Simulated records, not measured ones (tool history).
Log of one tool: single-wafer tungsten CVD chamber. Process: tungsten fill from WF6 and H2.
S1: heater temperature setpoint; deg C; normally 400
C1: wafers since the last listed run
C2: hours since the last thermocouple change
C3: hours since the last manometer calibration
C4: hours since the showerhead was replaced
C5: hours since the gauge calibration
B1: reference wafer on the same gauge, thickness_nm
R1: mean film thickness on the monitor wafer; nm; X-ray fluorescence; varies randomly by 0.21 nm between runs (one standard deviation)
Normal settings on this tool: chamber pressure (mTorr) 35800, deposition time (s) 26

run 1 hour=0 | S1=400 chamber_pressure_(mTorr)=35800 deposition_time_(s)=26 | C1=0 C2=842.3 C3=1310.8 C4=3010.9 C5=504.6 | B1=76.387 | R1=68.822
run 2 hour=36.6 | S1=400 chamber_pressure_(mTorr)=35800 deposition_time_(s)=26 | C1=843 C2=878.9 C3=1347.4 C4=3047.5 C5=541.2 | B1=76.369 | R1=68.81
run 3 hour=91 | S1=400 chamber_pressure_(mTorr)=35800 deposition_time_(s)=26 | C1=1254 C2=933.3 C3=1401.8 C4=3101.9 C5=595.6 | B1=76.479 | R1=68.936
run 4 hour=138.9 | S1=389 chamber_pressure_(mTorr)=35800 deposition_time_(s)=27.2 | C1=1104 C2=981.2 C3=1449.7 C4=3149.8 C5=643.5 | B1=76.44 | R1=56.793
run 5 hour=177.8 | S1=389 chamber_pressure_(mTorr)=35800 deposition_time_(s)=27.2 | C1=896 C2=1020.1 C3=1488.6 C4=3188.7 C5=682.4 | B1=76.394 | R1=56.61
-- hour=228.2 gauge calibrated
run 6 hour=242.5 | S1=389 chamber_pressure_(mTorr)=35800 deposition_time_(s)=27.2 | C1=1491 C2=1084.8 C3=1553.3 C4=3253.4 C5=14.3 | B1=76.399 | R1=57.057
-- hour=300.1 thermocouple changed; heater temperature recalibrated
run 7 hour=309.4 | S1=400 chamber_pressure_(mTorr)=35800 deposition_time_(s)=26 | C1=1357 C2=9.3 C3=1620.2 C4=3320.3 C5=81.2 | B1=76.418 | R1=73.504
-- hour=332.1 capacitance manometer re-zeroed and calibrated
run 8 hour=335.2 | S1=400 chamber_pressure_(mTorr)=35800 deposition_time_(s)=26 | C1=410 C2=35.1 C3=3.1 C4=3346.1 C5=107 | B1=76.495 | R1=70.187
run 9 hour=366.2 | S1=400 chamber_pressure_(mTorr)=35800 deposition_time_(s)=26 | C1=714 C2=66.1 C3=34.1 C4=3377.1 C5=138 | B1=76.397 | R1=69.794
-- hour=411.3 showerhead replaced
run 10 hour=411.8 | S1=400 chamber_pressure_(mTorr)=35800 deposition_time_(s)=26 | C1=866 C2=111.7 C3=79.7 C4=0.5 C5=183.6 | B1=76.38 | R1=69.45
run 11 hour=434.5 | S1=400 chamber_pressure_(mTorr)=43300 deposition_time_(s)=23.8 | C1=523 C2=134.4 C3=102.4 C4=23.2 C5=206.3 | B1=76.309 | R1=69.24
run 12 hour=477.1 | S1=406 chamber_pressure_(mTorr)=41400 deposition_time_(s)=22.7 | C1=982 C2=177 C3=145 C4=65.8 C5=248.9 | B1=76.4 | R1=72.511
run 13 hour=506 | S1=400 chamber_pressure_(mTorr)=27100 deposition_time_(s)=26 | C1=666 C2=205.9 C3=173.9 C4=94.7 C5=277.8 | B1=76.339 | R1=60.303
run 14 hour=548 | S1=400 chamber_pressure_(mTorr)=35800 deposition_time_(s)=26 | C1=968 C2=247.9 C3=215.9 C4=136.7 C5=319.8 | B1=76.359 | R1=68.405
run 15 hour=601.8 | S1=387 chamber_pressure_(mTorr)=40700 deposition_time_(s)=21.4 | C1=1240 C2=301.7 C3=269.7 C4=190.5 C5=373.6 | B1=76.244 | R1=44.445
run 16 hour=626.4 | S1=400 chamber_pressure_(mTorr)=35800 deposition_time_(s)=27.7 | C1=567 C2=326.3 C3=294.3 C4=215.1 C5=398.2 | B1=76.346 | R1=72.553
run 17 hour=651.5 | S1=400 chamber_pressure_(mTorr)=27500 deposition_time_(s)=26 | C1=578 C2=351.4 C3=319.4 C4=240.2 C5=423.3 | B1=76.417 | R1=59.798
run 18 hour=686.7 | S1=386 chamber_pressure_(mTorr)=27300 deposition_time_(s)=26 | C1=811 C2=386.6 C3=354.6 C4=275.4 C5=458.5 | B1=76.354 | R1=43.79

4 options for the next run, each taken on its own from the tool as it stands now. Forecast them:
run A hour=687.1 | S1=400 chamber_pressure_(mTorr)=35800 deposition_time_(s)=26 | C1=9 C2=387 C3=355 C4=275.8 C5=458.9 | B1=? | R1=?
run B hour=687.1 | S1=400 chamber_pressure_(mTorr)=41300 deposition_time_(s)=26 | C1=9 C2=387 C3=355 C4=275.8 C5=458.9 | B1=? | R1=?
run C hour=687.1 | S1=408 chamber_pressure_(mTorr)=31800 deposition_time_(s)=26 | C1=9 C2=387 C3=355 C4=275.8 C5=458.9 | B1=? | R1=?
run D hour=687.1 | S1=400 chamber_pressure_(mTorr)=35800 deposition_time_(s)=28.4 | C1=9 C2=387 C3=355 C4=275.8 C5=458.9 | B1=? | R1=?

run=A B1=76.544 R1=67.702
run=B B1=76.544 R1=72.305
run=C B1=76.544 R1=75.495
run=D B1=76.544 R1=73.978
The same runs, with their run-to-run variation unchanged, on a tool lacking any hidden condition would have given:
run=A R1=71.064
run=B R1=75.9
run=C R1=78.979
run=D R1=77.652

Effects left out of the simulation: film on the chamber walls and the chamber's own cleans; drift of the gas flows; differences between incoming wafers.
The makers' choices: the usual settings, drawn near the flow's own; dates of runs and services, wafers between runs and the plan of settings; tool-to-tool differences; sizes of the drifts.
